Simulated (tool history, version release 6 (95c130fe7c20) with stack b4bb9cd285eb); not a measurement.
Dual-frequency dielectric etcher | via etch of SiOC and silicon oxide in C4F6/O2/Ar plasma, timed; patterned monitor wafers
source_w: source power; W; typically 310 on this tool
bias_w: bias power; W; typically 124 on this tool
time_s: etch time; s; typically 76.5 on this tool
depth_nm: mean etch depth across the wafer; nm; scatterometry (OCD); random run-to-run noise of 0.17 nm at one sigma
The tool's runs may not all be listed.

run	hour	source_w	bias_w	time_s	read-back reference wafer on the same gauge, depth_nm	depth_nm
1	0	310	136	76.5	63.5	73
2	9	310	136	76.5	63.5	73.3
3	19.5	310	136	76.5	63.5	73.1
4	33.3	310	117	76.5	63.5	68.7
5	39.6	310	108	76.5	63.5	66.4
6	57	310	124	76.5	63.5	70.4
# hour 96.6: bias power generator calibrated
# hour 103.2: wet clean of the chamber
# hour 123.4: upper electrode replaced
7	123.9	280	124	58.5	63.5	49.7
8	124.2	280	124	58.5	63.5	49.3
9	124.6	280	124	58.5	63.5	49.6
# hour 138.9: source power generator calibrated
10	142	310	124	76.5	63.5	67.5
11	148.5	310	124	76.5	63.5	67.4
# hour 150.8: gauge calibrated
12	162.6	310	124	76.5	63.5	67.7
13	171.5	330	137	95.5	63.5	90.3
14	186.8	270	98	76.5	63.5	57.9
15	196.6	310	124	76.5	63.5	67.6
16	207.8	310	124	76.5	63.5	67.8
17	222.8	370	136	54.5	63.5	53.4
18	240	310	124	96.5	63.5	85.9

Run 19 has not been measured yet. What should we expect?
19	254	240	96	85	?	?

For run 19 the tool returned read-back reference wafer on the same gauge, depth_nm 63.5, depth_nm 61.2 nm.
Had the tool carried no hidden state, the very same run would have given depth_nm 60.8 nm.
